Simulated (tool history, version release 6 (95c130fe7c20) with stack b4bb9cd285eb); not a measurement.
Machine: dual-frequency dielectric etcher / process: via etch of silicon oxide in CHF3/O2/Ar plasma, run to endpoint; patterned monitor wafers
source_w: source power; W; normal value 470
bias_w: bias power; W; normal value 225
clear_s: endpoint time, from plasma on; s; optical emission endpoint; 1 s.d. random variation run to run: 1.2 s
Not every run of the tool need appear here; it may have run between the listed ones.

run   hour  source_w  bias_w  incoming incoming film thickness, nm  clear_s
  1      0       510     225                                 746.4    382.4
  2   14.1       510     225                                 747.1    382.2
  3   28.8       470     225                                 752.6    404.5
  4   45.3       470     225                                 741.4    399.5
  5   53.6       470     225                                 749.4    403.4
  6   71.6       500     225                                 750.9    392.1
  7   83.1       500     225                                 733.3    382.2
  8   91.4       470     225                                 742.4      402
  9  104.1       470     225                                 745.2    403.5
 10  121.7       470     225                                   743    400.9
       156  -- upper electrode replaced
 11  156.5       470     225                                 752.4    407.5
 12  156.9       470     225                                 744.3    399.6
 13  165.3       470     225                                 752.4    405.8
     190.3  -- source power generator calibrated
     197.4  -- wet clean of the chamber
 14  197.9       470     225                                 744.2    396.7
 15    201       510     225                                 741.6    373.7
 16  241.3       550     201                                 738.8    376.2
 17  250.2       470     225                                 749.1    398.7
 18  262.4       470     254                                 750.1    382.2
     268.3  -- bias power generator calibrated
 19  271.5       410     225                                 751.4    438.2
 20  281.4       470     225                                 752.4    404.1
 21  297.4       580     186                                 736.6    377.2
 22  308.3       360     272                                 747.1    440.8
 23  320.5       530     175                                 743.6    407.8
 24  335.7       400     259                                 742.3    416.3
 25  347.6       470     193                                 747.9    426.9
 26  360.4       360     251                                 748.3    455.6
 27  373.4       570     267                                 740.6    332.8
 28  379.5       520     276                                 743.1    346.8
 29  394.2       540     174                                 738.9    404.8

Forecast each of these 3 alternatives for the next run:
  A  394.7       570     225                                 736.9        ?
  B  394.7       530     277                                 736.9        ?
  C  394.7       470     257                                 736.9        ?

run  clear_s
  A    353.8
  B    339.4
  C    374.8
Without the tool's unlogged condition, the same runs would have read:
run  clear_s
  A      350
  B    335.7
  C    370.7

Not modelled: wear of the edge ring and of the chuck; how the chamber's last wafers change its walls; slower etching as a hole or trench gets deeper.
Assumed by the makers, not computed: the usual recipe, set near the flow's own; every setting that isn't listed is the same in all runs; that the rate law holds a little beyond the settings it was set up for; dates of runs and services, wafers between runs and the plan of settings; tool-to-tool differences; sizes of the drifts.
